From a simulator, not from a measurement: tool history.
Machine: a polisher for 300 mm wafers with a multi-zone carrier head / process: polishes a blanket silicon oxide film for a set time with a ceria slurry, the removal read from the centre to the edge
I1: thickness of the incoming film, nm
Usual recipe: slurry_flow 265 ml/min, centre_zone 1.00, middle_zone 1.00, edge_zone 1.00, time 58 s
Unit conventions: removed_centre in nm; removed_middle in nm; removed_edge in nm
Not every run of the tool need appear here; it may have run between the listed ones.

{"run": 1, "day": 0.0, "slurry_flow": 315, "centre_zone": 1.03, "middle_zone": 1.0, "edge_zone": 1.04, "time": 48, "I1": 1416.8, "removed_centre": 163.3, "removed_middle": 154.9, "removed_edge": 161.1}
{"run": 2, "day": 1.6, "slurry_flow": 265, "centre_zone": 1.0, "middle_zone": 1.0, "edge_zone": 1.0, "time": 67, "I1": 1412.4, "removed_centre": 211.7, "removed_middle": 210.1, "removed_edge": 217.8}
{"run": 3, "day": 2.833, "slurry_flow": 265, "centre_zone": 1.0, "middle_zone": 1.0, "edge_zone": 1.0, "time": 46, "I1": 1416.5, "removed_centre": 143.5, "removed_middle": 143.4, "removed_edge": 149.3}
{"run": 4, "day": 4.733, "slurry_flow": 265, "centre_zone": 1.07, "middle_zone": 1.0, "edge_zone": 1.0, "time": 58, "I1": 1421.1, "removed_centre": 193.4, "removed_middle": 186.2, "removed_edge": 189.8}
{"run": 5, "day": 6.942, "slurry_flow": 265, "centre_zone": 1.0, "middle_zone": 1.0, "edge_zone": 1.0, "time": 47, "I1": 1385.3, "removed_centre": 145.4, "removed_middle": 145.4, "removed_edge": 150.3}
{"day": 7.712, "done": "worn pad replaced by a new one"}
{"run": 6, "day": 8.038, "slurry_flow": 205, "centre_zone": 1.0, "middle_zone": 0.91, "edge_zone": 0.88, "time": 75, "I1": 1419.6, "removed_centre": 221.0, "removed_middle": 209.6, "removed_edge": 217.8}
{"day": 10.075, "done": "centre zone pressure recalibrated"}
{"run": 7, "day": 10.096, "slurry_flow": 225, "centre_zone": 1.0, "middle_zone": 1.0, "edge_zone": 1.0, "time": 58, "I1": 1391.4, "removed_centre": 168.2, "removed_middle": 174.4, "removed_edge": 184.3}
{"day": 12.067, "done": "slurry nozzle cleaned"}
{"run": 8, "day": 12.508, "slurry_flow": 220, "centre_zone": 1.0, "middle_zone": 1.0, "edge_zone": 0.94, "time": 58, "I1": 1398.4, "removed_centre": 186.6, "removed_middle": 184.1, "removed_edge": 180.0}
{"run": 9, "day": 15.088, "slurry_flow": 265, "centre_zone": 1.0, "middle_zone": 1.0, "edge_zone": 1.0, "time": 58, "I1": 1412.6, "removed_centre": 186.4, "removed_middle": 185.4, "removed_edge": 192.4}
{"run": 10, "day": 16.9, "slurry_flow": 265, "centre_zone": 1.0, "middle_zone": 1.07, "edge_zone": 1.0, "time": 58, "I1": 1437.9, "removed_centre": 188.5, "removed_middle": 195.1, "removed_edge": 195.1}
{"run": 11, "day": 18.542, "slurry_flow": 265, "centre_zone": 1.04, "middle_zone": 1.09, "edge_zone": 1.0, "time": 43, "I1": 1407.7, "removed_centre": 141.0, "removed_middle": 143.4, "removed_edge": 138.8}
{"run": 12, "day": 20.346, "slurry_flow": 235, "centre_zone": 1.0, "middle_zone": 1.0, "edge_zone": 1.0, "time": 71, "I1": 1389.3, "removed_centre": 228.4, "removed_middle": 219.7, "removed_edge": 228.3}
{"run": 13, "day": 21.979, "slurry_flow": 265, "centre_zone": 1.0, "middle_zone": 0.91, "edge_zone": 1.0, "time": 39, "I1": 1398.0, "removed_centre": 124.3, "removed_middle": 117.3, "removed_edge": 125.3}
{"run": 14, "day": 24.158, "slurry_flow": 295, "centre_zone": 1.06, "middle_zone": 0.92, "edge_zone": 0.89, "time": 58, "I1": 1426.0, "removed_centre": 201.5, "removed_middle": 182.3, "removed_edge": 180.9}
{"run": 15, "day": 26.033, "slurry_flow": 265, "centre_zone": 1.0, "middle_zone": 1.0, "edge_zone": 1.0, "time": 58, "I1": 1401.9, "removed_centre": 183.1, "removed_middle": 182.3, "removed_edge": 195.2}
{"day": 27.488, "done": "worn pad replaced by a new one"}
{"run": 16, "day": 27.988, "slurry_flow": 325, "centre_zone": 0.88, "middle_zone": 1.0, "edge_zone": 0.91, "time": 58, "I1": 1416.3, "removed_centre": 167.2, "removed_middle": 188.0, "removed_edge": 180.7}
{"day": 29.65, "done": "edge zone pressure recalibrated"}
{"run": 17, "day": 30.562, "slurry_flow": 265, "centre_zone": 1.0, "middle_zone": 1.0, "edge_zone": 0.97, "time": 58, "I1": 1394.4, "removed_centre": 179.1, "removed_middle": 182.7, "removed_edge": 190.9}
{"day": 31.842, "done": "carrier head's membrane replaced by a new one"}
{"run": 18, "day": 31.862, "slurry_flow": 265, "centre_zone": 1.0, "middle_zone": 1.0, "edge_zone": 1.0, "time": 58, "I1": 1404.0, "removed_centre": 184.9, "removed_middle": 179.6, "removed_edge": 186.4}
{"run": 19, "day": 34.454, "slurry_flow": 265, "centre_zone": 1.0, "middle_zone": 1.0, "edge_zone": 1.0, "time": 58, "I1": 1433.2, "removed_centre": 183.0, "removed_middle": 183.2, "removed_edge": 191.6}
{"day": 36.325, "done": "slurry nozzle cleaned"}
{"run": 20, "day": 37.012, "slurry_flow": 235, "centre_zone": 1.0, "middle_zone": 1.0, "edge_zone": 0.93, "time": 52, "I1": 1424.8, "removed_centre": 162.4, "removed_middle": 168.1, "removed_edge": 160.2}
{"run": 21, "day": 39.646, "slurry_flow": 265, "centre_zone": 1.0, "middle_zone": 1.04, "edge_zone": 1.11, "time": 58, "I1": 1399.2, "removed_centre": 190.2, "removed_middle": 194.0, "removed_edge": 201.6}
{"run": 22, "day": 40.879, "slurry_flow": 325, "centre_zone": 0.88, "middle_zone": 1.0, "edge_zone": 0.91, "time": 58, "I1": 1415.1, "removed_centre": 167.3, "removed_middle": 186.8, "removed_edge": 187.9}

Give the tool's hidden conditions for every run:
removal rate lost through wear of the pad, %: 0 across all the runs
deviation of the centre zone's pressure from its setpoint, %: 0 across all the runs
deviation of the edge zone's pressure from its setpoint, %: 0 across all the runs
H1: slurry flow missing at the pad, %
run=1 H1=26.4
run=2 H1=29.1
run=3 H1=31.2
run=4 H1=34.4
run=5 H1=38
run=6 H1=39.9
run=7 H1=43.3
run=8 H1=1.31
run=9 H1=5.62
run=10 H1=8.65
run=11 H1=11.4
run=12 H1=14.4
run=13 H1=17.1
run=14 H1=20.8
run=15 H1=23.9
run=16 H1=27.2
run=17 H1=31.5
run=18 H1=33.7
run=19 H1=38
run=20 H1=2.58
run=21 H1=6.98
run=22 H1=9.04

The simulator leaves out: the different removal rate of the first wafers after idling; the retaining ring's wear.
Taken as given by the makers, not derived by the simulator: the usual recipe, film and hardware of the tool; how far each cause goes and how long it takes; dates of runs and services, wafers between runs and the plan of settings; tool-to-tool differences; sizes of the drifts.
